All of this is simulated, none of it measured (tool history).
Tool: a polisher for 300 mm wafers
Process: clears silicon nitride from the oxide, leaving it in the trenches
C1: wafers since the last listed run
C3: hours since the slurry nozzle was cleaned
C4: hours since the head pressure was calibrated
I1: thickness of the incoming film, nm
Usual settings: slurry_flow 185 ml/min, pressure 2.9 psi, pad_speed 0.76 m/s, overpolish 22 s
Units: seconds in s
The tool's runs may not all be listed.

run 1 hour=0.0 | slurry_flow=185 pressure=2.9 pad_speed=0.56 overpolish=22 | C1=0 wafers_polished_on_this_pad=3485 C3=20.4 C4=293.4 | I1=79.9 | seconds=192.8
run 2 hour=61.9 | slurry_flow=185 pressure=2.9 pad_speed=0.56 overpolish=22 | C1=656 wafers_polished_on_this_pad=4141 C3=82.3 C4=355.3 | I1=79.4 | seconds=188.8
run 3 hour=154.5 | slurry_flow=185 pressure=2.9 pad_speed=0.76 overpolish=22 | C1=982 wafers_polished_on_this_pad=5123 C3=174.9 C4=447.9 | I1=80.3 | seconds=146.7
run 4 hour=221.8 | slurry_flow=185 pressure=2.3 pad_speed=0.76 overpolish=22 | C1=713 wafers_polished_on_this_pad=5837 C3=242.2 C4=515.2 | I1=80.5 | seconds=182.8
-- hour=251.0 worn pad replaced by a new one
run 5 hour=290.9 | slurry_flow=185 pressure=2.3 pad_speed=0.76 overpolish=22 | C1=690 wafers_polished_on_this_pad=422 C3=311.3 C4=584.3 | I1=79.6 | seconds=184.8
run 6 hour=345.8 | slurry_flow=185 pressure=2.9 pad_speed=0.76 overpolish=22 | C1=582 wafers_polished_on_this_pad=1005 C3=366.2 C4=639.2 | I1=80.3 | seconds=151.9
run 7 hour=447.2 | slurry_flow=185 pressure=2.9 pad_speed=0.76 overpolish=22 | C1=1075 wafers_polished_on_this_pad=2080 C3=467.6 C4=740.6 | I1=80.5 | seconds=151.8
run 8 hour=527.5 | slurry_flow=185 pressure=2.9 pad_speed=0.76 overpolish=22 | C1=851 wafers_polished_on_this_pad=2932 C3=547.9 C4=820.9 | I1=79.4 | seconds=155.6
run 9 hour=591.7 | slurry_flow=185 pressure=2.9 pad_speed=0.76 overpolish=22 | C1=681 wafers_polished_on_this_pad=3613 C3=612.1 C4=885.1 | I1=79.3 | seconds=152.4
run 10 hour=707.5 | slurry_flow=185 pressure=2.9 pad_speed=0.76 overpolish=22 | C1=1228 wafers_polished_on_this_pad=4842 C3=727.9 C4=1000.9 | I1=80.0 | seconds=155.1
-- hour=749.4 slurry nozzle cleaned, repeated, since the last time left the tool worse
-- hour=848.7 worn pad replaced by a new one
run 11 hour=933.5 | slurry_flow=185 pressure=2.9 pad_speed=0.76 overpolish=28 | C1=2344 wafers_polished_on_this_pad=899 C3=184.1 C4=1226.9 | I1=80.3 | seconds=129.2
run 12 hour=1023.9 | slurry_flow=185 pressure=2.9 pad_speed=0.76 overpolish=28 | C1=958 wafers_polished_on_this_pad=1858 C3=274.5 C4=1317.3 | I1=81.2 | seconds=132.1
run 13 hour=1089.1 | slurry_flow=185 pressure=2.9 pad_speed=0.76 overpolish=28 | C1=691 wafers_polished_on_this_pad=2549 C3=339.7 C4=1382.5 | I1=80.8 | seconds=134.6
run 14 hour=1147.6 | slurry_flow=185 pressure=2.9 pad_speed=0.76 overpolish=22 | C1=620 wafers_polished_on_this_pad=3170 C3=398.2 C4=1441.0 | I1=80.8 | seconds=133.7
run 15 hour=1224.1 | slurry_flow=185 pressure=2.9 pad_speed=0.76 overpolish=22 | C1=811 wafers_polished_on_this_pad=3981 C3=474.7 C4=1517.5 | I1=79.7 | seconds=130.1
-- hour=1251.9 head pressure recalibrated
run 16 hour=1304.3 | slurry_flow=185 pressure=2.9 pad_speed=0.86 overpolish=22 | C1=829 wafers_polished_on_this_pad=4811 C3=554.9 C4=52.4 | I1=81.3 | seconds=119.2
run 17 hour=1373.5 | slurry_flow=185 pressure=2.9 pad_speed=0.76 overpolish=31 | C1=734 wafers_polished_on_this_pad=5545 C3=624.1 C4=121.6 | I1=79.5 | seconds=134.3
run 18 hour=1422.8 | slurry_flow=185 pressure=2.9 pad_speed=0.76 overpolish=22 | C1=522 wafers_polished_on_this_pad=6068 C3=673.4 C4=170.9 | I1=79.5 | seconds=129.5
run 19 hour=1463.2 | slurry_flow=160 pressure=3.5 pad_speed=0.58 overpolish=29 | C1=428 wafers_polished_on_this_pad=6497 C3=713.8 C4=211.3 | I1=79.4 | seconds=147.2
-- hour=1498.4 slurry nozzle cleaned
run 20 hour=1503.1 | slurry_flow=185 pressure=2.9 pad_speed=0.66 overpolish=22 | C1=412 wafers_polished_on_this_pad=6909 C3=4.7 C4=251.2 | I1=80.4 | seconds=148.1
-- hour=1574.2 worn pad replaced by a new one
run 21 hour=1585.1 | slurry_flow=185 pressure=2.9 pad_speed=0.76 overpolish=22 | C1=827 wafers_polished_on_this_pad=115 C3=86.7 C4=333.2 | I1=78.9 | seconds=125.6
run 22 hour=1639.8 | slurry_flow=185 pressure=3.7 pad_speed=0.90 overpolish=15 | C1=580 wafers_polished_on_this_pad=695 C3=141.4 C4=387.9 | I1=78.8 | seconds=84.6
run 23 hour=1716.5 | slurry_flow=185 pressure=2.9 pad_speed=0.76 overpolish=22 | C1=813 wafers_polished_on_this_pad=1509 C3=218.1 C4=464.6 | I1=80.0 | seconds=129.9
run 24 hour=1822.4 | slurry_flow=185 pressure=2.0 pad_speed=0.76 overpolish=22 | C1=1123 wafers_polished_on_this_pad=2632 C3=324.0 C4=570.5 | I1=81.2 | seconds=196.9
run 25 hour=1908.2 | slurry_flow=185 pressure=2.9 pad_speed=0.76 overpolish=18 | C1=910 wafers_polished_on_this_pad=3542 C3=409.8 C4=656.3 | I1=79.8 | seconds=129.3
run 26 hour=2003.1 | slurry_flow=185 pressure=2.9 pad_speed=0.76 overpolish=28 | C1=1006 wafers_polished_on_this_pad=4549 C3=504.7 C4=751.2 | I1=79.3 | seconds=134.5
run 27 hour=2056.8 | slurry_flow=160 pressure=3.3 pad_speed=0.58 overpolish=27 | C1=569 wafers_polished_on_this_pad=5119 C3=558.4 C4=804.9 | I1=79.6 | seconds=156.4
run 28 hour=2113.2 | slurry_flow=225 pressure=2.5 pad_speed=0.86 overpolish=17 | C1=598 wafers_polished_on_this_pad=5717 C3=614.8 C4=861.3 | I1=81.0 | seconds=132.9
-- hour=2120.7 slurry nozzle cleaned
run 29 hour=2218.0 | slurry_flow=185 pressure=3.4 pad_speed=0.50 overpolish=31 | C1=1101 wafers_polished_on_this_pad=6818 C3=97.3 C4=966.1 | I1=80.4 | seconds=169.7
-- hour=2270.9 worn pad replaced by a new one
run 30 hour=2278.0 | slurry_flow=185 pressure=2.9 pad_speed=0.76 overpolish=22 | C1=594 wafers_polished_on_this_pad=75 C3=157.3 C4=1026.1 | I1=79.8 | seconds=128.4
run 31 hour=2336.3 | slurry_flow=155 pressure=3.5 pad_speed=0.68 overpolish=15 | C1=618 wafers_polished_on_this_pad=694 C3=215.6 C4=1084.4 | I1=78.9 | seconds=123.2
run 32 hour=2405.2 | slurry_flow=185 pressure=2.9 pad_speed=0.76 overpolish=22 | C1=730 wafers_polished_on_this_pad=1424 C3=284.5 C4=1153.3 | I1=80.9 | seconds=130.8
run 33 hour=2450.0 | slurry_flow=185 pressure=2.9 pad_speed=0.76 overpolish=22 | C1=475 wafers_polished_on_this_pad=1900 C3=329.3 C4=1198.1 | I1=80.7 | seconds=134.4
run 34 hour=2507.9 | slurry_flow=210 pressure=2.9 pad_speed=0.66 overpolish=22 | C1=614 wafers_polished_on_this_pad=2514 C3=387.2 C4=1256.0 | I1=79.2 | seconds=152.7
run 35 hour=2605.2 | slurry_flow=250 pressure=3.9 pad_speed=0.58 overpolish=30 | C1=1032 wafers_polished_on_this_pad=3546 C3=484.5 C4=1353.3 | I1=79.7 | seconds=120.1
run 36 hour=2653.8 | slurry_flow=185 pressure=2.9 pad_speed=0.76 overpolish=22 | C1=515 wafers_polished_on_this_pad=4062 C3=533.1 C4=1401.9 | I1=80.1 | seconds=132.3

4 ways to go on from here, each from the tool as it stands after run 36. What would each give?
run A hour=2654.3 | slurry_flow=250 pressure=2.9 pad_speed=0.76 overpolish=22 | C1=5 wafers_polished_on_this_pad=4067 C3=533.6 C4=1402.4 | I1=78.8 | seconds=?
run B hour=2654.3 | slurry_flow=185 pressure=2.0 pad_speed=1.02 overpolish=22 | C1=5 wafers_polished_on_this_pad=4067 C3=533.6 C4=1402.4 | I1=78.8 | seconds=?
run C hour=2654.3 | slurry_flow=185 pressure=2.2 pad_speed=0.76 overpolish=22 | C1=5 wafers_polished_on_this_pad=4067 C3=533.6 C4=1402.4 | I1=78.8 | seconds=?
run D hour=2654.3 | slurry_flow=145 pressure=2.4 pad_speed=0.76 overpolish=22 | C1=5 wafers_polished_on_this_pad=4067 C3=533.6 C4=1402.4 | I1=78.8 | seconds=?

run=A seconds=125.8
run=B seconds=142.9
run=C seconds=174.3
run=D seconds=168.7
Without the tool's hidden state the same runs would have given:
run=A seconds=122.5
run=B seconds=137.8
run=C seconds=168.2
run=D seconds=161.1

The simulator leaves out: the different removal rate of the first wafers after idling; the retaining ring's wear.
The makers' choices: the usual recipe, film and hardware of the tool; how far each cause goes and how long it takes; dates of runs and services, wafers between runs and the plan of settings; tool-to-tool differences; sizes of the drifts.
